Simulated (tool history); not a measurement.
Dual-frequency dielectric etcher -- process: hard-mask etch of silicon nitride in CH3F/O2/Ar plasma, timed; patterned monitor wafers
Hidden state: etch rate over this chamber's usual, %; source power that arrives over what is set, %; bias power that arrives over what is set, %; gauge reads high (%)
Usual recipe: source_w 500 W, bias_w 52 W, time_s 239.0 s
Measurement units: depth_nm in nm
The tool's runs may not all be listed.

run   hour  source_w  bias_w  time_s  wafers since the last listed run  hours since the last wet clean  hours since the last source power generator calibration  hours since the last bias power generator calibration  hours since the last upper electrode change  hours since the gauge calibration  read-back reference wafer on the same gauge, depth_nm  depth_nm
  1    0.0       500      52   239.0                                 0                           482.3                                                   3191.0                                                 2686.5                                       4361.3                              162.2                                                  174.1     159.9
  2   15.8       500      52   239.0                                69                           498.1                                                   3206.8                                                 2702.3                                       4377.1                              178.0                                                  174.0     160.5
  3   24.1       500      52   239.0                                36                           506.4                                                   3215.1                                                 2710.6                                       4385.4                              186.3                                                  174.0     161.4
  4   39.6       500      52   239.0                                68                           521.9                                                   3230.6                                                 2726.1                                       4400.9                              201.8                                                  174.2     160.3
  5   56.1       500      52   239.0                                72                           538.4                                                   3247.1                                                 2742.6                                       4417.4                              218.3                                                  174.0     161.3
  6   65.9       500      52   239.0                                43                           548.2                                                   3256.9                                                 2752.4                                       4427.2                              228.1                                                  173.9     160.2
      98.0  -- wet clean of the chamber
  7   98.5       500      52   239.0                                37                             0.5                                                   3289.5                                                 2785.0                                       4459.8                              260.7                                                  173.9     153.3
  8   98.8       500      52   239.0                                 1                             0.8                                                   3289.8                                                 2785.3                                       4460.1                              261.0                                                  174.1     153.2
  9  108.9       500      44   239.0                                44                            10.9                                                   3299.9                                                 2795.4                                       4470.2                              271.1                                                  173.9     148.1
     116.0  -- gauge calibrated
 10  119.8       500      52   239.0                                48                            21.8                                                   3310.8                                                 2806.3                                       4481.1                                3.8                                                  174.1     154.8
 11  133.0       500      52   239.0                                58                            35.0                                                   3324.0                                                 2819.5                                       4494.3                               17.0                                                  174.1     154.5
 12  141.4       500      52   239.0                                37                            43.4                                                   3332.4                                                 2827.9                                       4502.7                               25.4                                                  174.0     154.3
     163.7  -- source power generator calibrated
     176.5  -- upper electrode replaced
 13  177.0       500      57   284.0                                82                            79.0                                                     13.3                                                 2863.5                                          0.5                               61.0                                                  173.9     187.4
 14  177.4       500      52   239.0                                 1                            79.4                                                     13.7                                                 2863.9                                          0.9                               61.4                                                  174.0     155.4
 15  177.8       500      52   239.0                                 1                            79.8                                                     14.1                                                 2864.3                                          1.3                               61.8                                                  174.0     155.1
 16  180.3       390      45   214.0                                11                            82.3                                                     16.6                                                 2866.8                                          3.8                               64.3                                                  173.9     126.6
 17  186.6       500      52   239.0                                27                            88.6                                                     22.9                                                 2873.1                                         10.1                               70.6                                                  174.1     153.8
 18  201.3       550      52   239.0                                64                           103.3                                                     37.6                                                 2887.8                                         24.8                               85.3                                                  174.1     156.9
 19  218.4       470      52   239.0                                75                           120.4                                                     54.7                                                 2904.9                                         41.9                              102.4                                                  174.0     151.5
 20  229.3       570      46   259.0                                48                           131.3                                                     65.6                                                 2915.8                                         52.8                              113.3                                                  174.0     168.4
     234.8  -- bias power generator calibrated
 21  246.5       610      41   172.0                                58                           148.5                                                     82.8                                                   11.7                                         70.0                              130.5                                                  174.0     110.8
 22  256.2       620      52   289.5                                42                           158.2                                                     92.5                                                   21.4                                         79.7                              140.2                                                  174.0     196.9
 23  273.5       550      48   268.5                                76                           175.5                                                    109.8                                                   38.7                                         97.0                              157.5                                                  174.0     176.0
 24  288.3       500      41   191.0                                65                           190.3                                                    124.6                                                   53.5                                        111.8                              172.3                                                  173.9     118.1
 25  298.3       500      52   239.0                                44                           200.3                                                    134.6                                                   63.5                                        121.8                              182.3                                                  174.1     155.8

Give the tool's hidden conditions for every run:
source power that arrives over what is set, %: 0 in every run
bias power that arrives over what is set, %: 0 in every run
gauge reads high (%): 0 in every run
H1: etch rate over this chamber's usual, %
run      H1
  1    4.41
  2    4.57
  3    4.65
  4     4.8
  5    4.97
  6    5.06
  7  0.0765
  8  0.0794
  9   0.179
 10   0.287
 11   0.417
 12     0.5
 13   0.852
 14   0.856
 15    0.86
 16   0.885
 17   0.947
 18    1.09
 19    1.26
 20    1.37
 21    1.54
 22    1.63
 23    1.81
 24    1.95
 25    2.05
